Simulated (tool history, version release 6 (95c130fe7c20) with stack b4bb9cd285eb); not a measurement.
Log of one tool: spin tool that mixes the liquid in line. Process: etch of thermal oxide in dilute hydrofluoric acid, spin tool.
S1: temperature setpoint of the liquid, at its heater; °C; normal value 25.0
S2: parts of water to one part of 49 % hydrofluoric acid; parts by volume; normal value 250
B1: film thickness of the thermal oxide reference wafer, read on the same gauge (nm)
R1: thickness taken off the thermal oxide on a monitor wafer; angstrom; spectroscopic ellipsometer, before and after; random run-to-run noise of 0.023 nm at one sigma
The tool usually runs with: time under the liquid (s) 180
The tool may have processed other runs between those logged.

run 1 hour=0.0 | S1=25.0 S2=250 time_under_the_liquid_(s)=180 | B1=40.005 | R1=26.83
run 2 hour=8.5 | S1=25.0 S2=215 time_under_the_liquid_(s)=180 | B1=39.991 | R1=32.55
run 3 hour=15.4 | S1=25.0 S2=215 time_under_the_liquid_(s)=180 | B1=39.997 | R1=32.49
run 4 hour=33.4 | S1=25.0 S2=155 time_under_the_liquid_(s)=100 | B1=40.005 | R1=26.72
run 5 hour=46.8 | S1=25.0 S2=250 time_under_the_liquid_(s)=235 | B1=40.004 | R1=34.66
run 6 hour=60.3 | S1=25.0 S2=250 time_under_the_liquid_(s)=235 | B1=39.985 | R1=34.48
run 7 hour=75.0 | S1=25.0 S2=250 time_under_the_liquid_(s)=235 | B1=40.015 | R1=34.63
run 8 hour=83.1 | S1=25.0 S2=250 time_under_the_liquid_(s)=180 | B1=39.999 | R1=26.41
run 9 hour=90.5 | S1=25.0 S2=250 time_under_the_liquid_(s)=180 | B1=40.006 | R1=26.32
run 10 hour=103.8 | S1=25.0 S2=250 time_under_the_liquid_(s)=180 | B1=39.978 | R1=26.72
run 11 hour=120.7 | S1=25.0 S2=250 time_under_the_liquid_(s)=180 | B1=39.979 | R1=25.95
run 12 hour=135.4 | S1=25.0 S2=250 time_under_the_liquid_(s)=180 | B1=39.991 | R1=26.08
-- hour=148.8 gauge calibrated
run 13 hour=151.1 | S1=21.0 S2=250 time_under_the_liquid_(s)=180 | B1=39.998 | R1=22.70
run 14 hour=157.7 | S1=21.0 S2=250 time_under_the_liquid_(s)=180 | B1=39.993 | R1=22.49
-- hour=173.7 hydrofluoric acid flow meter replaced
run 15 hour=195.1 | S1=25.0 S2=250 time_under_the_liquid_(s)=180 | B1=39.986 | R1=31.45
run 16 hour=210.5 | S1=23.5 S2=350 time_under_the_liquid_(s)=180 | B1=39.982 | R1=19.07
run 17 hour=224.8 | S1=22.5 S2=300 time_under_the_liquid_(s)=225 | B1=39.993 | R1=28.06
-- hour=232.6 thermometer replaced
run 18 hour=238.9 | S1=20.5 S2=280 time_under_the_liquid_(s)=95 | B1=39.988 | R1=12.02
run 19 hour=245.0 | S1=20.5 S2=280 time_under_the_liquid_(s)=95 | B1=40.019 | R1=12.12
run 20 hour=252.1 | S1=25.0 S2=250 time_under_the_liquid_(s)=180 | B1=39.982 | R1=31.06
run 21 hour=260.7 | S1=25.0 S2=250 time_under_the_liquid_(s)=180 | B1=40.019 | R1=30.96
run 22 hour=266.8 | S1=21.0 S2=250 time_under_the_liquid_(s)=180 | B1=40.009 | R1=26.45
run 23 hour=276.9 | S1=25.0 S2=250 time_under_the_liquid_(s)=95 | B1=40.004 | R1=16.19
run 24 hour=308.0 | S1=21.0 S2=165 time_under_the_liquid_(s)=180 | B1=39.971 | R1=43.99
run 25 hour=325.7 | S1=27.5 S2=285 time_under_the_liquid_(s)=275 | B1=40.009 | R1=43.25
run 26 hour=351.3 | S1=25.0 S2=250 time_under_the_liquid_(s)=180 | B1=40.006 | R1=30.83
run 27 hour=362.3 | S1=22.0 S2=370 time_under_the_liquid_(s)=135 | B1=40.000 | R1=12.48
run 28 hour=370.2 | S1=27.5 S2=285 time_under_the_liquid_(s)=180 | B1=40.004 | R1=28.09
run 29 hour=383.8 | S1=21.0 S2=285 time_under_the_liquid_(s)=180 | B1=39.990 | R1=22.40

Forecast each of these 4 alternatives for the next run:
run A hour=384.3 | S1=25.0 S2=250 time_under_the_liquid_(s)=100 | B1=? | R1=?
run B hour=384.3 | S1=22.0 S2=250 time_under_the_liquid_(s)=220 | B1=? | R1=?
run C hour=384.3 | S1=23.0 S2=250 time_under_the_liquid_(s)=265 | B1=? | R1=?
run D hour=384.3 | S1=29.0 S2=185 time_under_the_liquid_(s)=115 | B1=? | R1=?

run=A B1=39.997 R1=16.97
run=B B1=39.997 R1=33.53
run=C B1=39.997 R1=41.89
run=D B1=39.997 R1=32.72
Stripped of hidden state, with their random variation kept, the same runs would have yielded:
run=A R1=17.52
run=B R1=34.59
run=C R1=43.21
run=D R1=33.74

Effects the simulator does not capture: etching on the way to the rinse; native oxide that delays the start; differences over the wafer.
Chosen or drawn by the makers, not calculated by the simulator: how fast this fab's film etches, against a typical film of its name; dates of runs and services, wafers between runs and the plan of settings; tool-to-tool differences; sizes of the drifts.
